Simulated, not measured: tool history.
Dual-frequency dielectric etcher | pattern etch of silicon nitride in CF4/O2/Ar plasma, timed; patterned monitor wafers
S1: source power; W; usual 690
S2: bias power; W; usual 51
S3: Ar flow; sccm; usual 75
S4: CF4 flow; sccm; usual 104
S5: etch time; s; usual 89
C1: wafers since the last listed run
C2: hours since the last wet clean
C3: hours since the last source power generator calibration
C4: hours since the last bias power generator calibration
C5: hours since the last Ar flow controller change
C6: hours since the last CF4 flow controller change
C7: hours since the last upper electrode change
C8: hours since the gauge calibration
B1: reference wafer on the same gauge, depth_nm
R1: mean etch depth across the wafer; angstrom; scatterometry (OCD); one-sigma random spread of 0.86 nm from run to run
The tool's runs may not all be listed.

run,hour,S1,S2,S3,S4,S5,C1,C2,C3,C4,C5,C6,C7,C8,B1,R1
1,0,690,40,89,104,78.5,0,424.3,3763.7,5071.8,4938.8,4659.8,4283,436,187.1,1652
2,12.4,690,43,83,104,89,88,436.7,3776.1,5084.2,4951.2,4672.2,4295.4,448.4,187.3,1933
3,18.7,690,51,75,104,89,45,443,3782.4,5090.5,4957.5,4678.5,4301.7,454.7,186.8,2065
# hour 45.3: upper electrode replaced
4,45.8,690,51,75,104,89,22,470.1,3809.5,5117.6,4984.6,4705.6,0.5,481.8,187.1,2043
5,46.1,820,51,63,119,111,2,470.4,3809.8,5117.9,4984.9,4705.9,0.8,482.1,186.8,3121
6,54.6,690,51,75,104,89,60,478.9,3818.3,5126.4,4993.4,4714.4,9.3,490.6,186.7,2046
7,68.8,690,51,88,86,81.5,101,493.1,3832.5,5140.6,5007.6,4728.6,23.5,504.8,186.9,1805
8,81.1,530,43,75,126,97.5,87,505.4,3844.8,5152.9,5019.9,4740.9,35.8,517.1,186.9,1680
# hour 81.3: gauge calibrated
# hour 93.6: source power generator calibrated
# hour 114.2: wet clean of the chamber
9,114.7,770,51,82,93,81.5,64,0.5,21.1,5186.5,5053.5,4774.5,69.4,33.4,187,2169
10,115,690,40,75,127,89,2,0.8,21.4,5186.8,5053.8,4774.8,69.7,33.7,187.3,2061
11,117.6,550,51,75,104,64.5,18,3.4,24,5189.4,5056.4,4777.4,72.3,36.3,186.8,1271
# hour 128.9: CF4 flow controller replaced
# hour 133.3: bias power generator calibrated
12,133.8,580,51,60,119,89,44,19.6,40.2,0.5,5072.6,4.9,88.5,52.5,186.8,1873
# hour 141.6: Ar flow controller replaced
13,154.8,690,51,75,104,89,107,40.6,61.2,21.5,13.2,25.9,109.5,73.5,187.1,2165
14,163.3,690,42,75,104,89,60,49.1,69.7,30,21.7,34.4,118,82,187,2007
15,181,690,51,75,104,97,126,66.8,87.4,47.7,39.4,52.1,135.7,99.7,186.9,2337
16,189.7,530,51,75,104,78,62,75.5,96.1,56.4,48.1,60.8,144.4,108.4,186.9,1459
17,205.8,690,51,82,118,89,115,91.6,112.2,72.5,64.2,76.9,160.5,124.5,186.8,2188
18,231,850,58,75,129,89,180,116.8,137.4,97.7,89.4,102.1,185.7,149.7,187,2845
19,246.3,750,62,75,125,89,109,132.1,152.7,113,104.7,117.4,201,165,186.7,2570
20,262.8,690,51,75,104,99.5,117,148.6,169.2,129.5,121.2,133.9,217.5,181.5,187.2,2404
21,272.3,790,51,75,104,96,67,158.1,178.7,139,130.7,143.4,227,191,187,2636

Give the tool's hidden conditions for every run:
source power that arrives over what is set, %: 0 in every run
bias power that arrives over what is set, %: 0 in every run
Ar flow that arrives over what is set, %: 0 in every run
CF4 flow that arrives over what is set, %: 0 in every run
gauge reads high (%): 0 in every run
H1: etch rate over this chamber's usual, %
run,H1
1,-4.01
2,-4.11
3,-4.17
4,-4.4
5,-4.4
6,-4.48
7,-4.6
8,-4.7
9,0.68
10,0.677
11,0.655
12,0.517
13,0.337
14,0.265
15,0.113
16,0.039
17,-0.0985
18,-0.314
19,-0.445
20,-0.586
21,-0.667

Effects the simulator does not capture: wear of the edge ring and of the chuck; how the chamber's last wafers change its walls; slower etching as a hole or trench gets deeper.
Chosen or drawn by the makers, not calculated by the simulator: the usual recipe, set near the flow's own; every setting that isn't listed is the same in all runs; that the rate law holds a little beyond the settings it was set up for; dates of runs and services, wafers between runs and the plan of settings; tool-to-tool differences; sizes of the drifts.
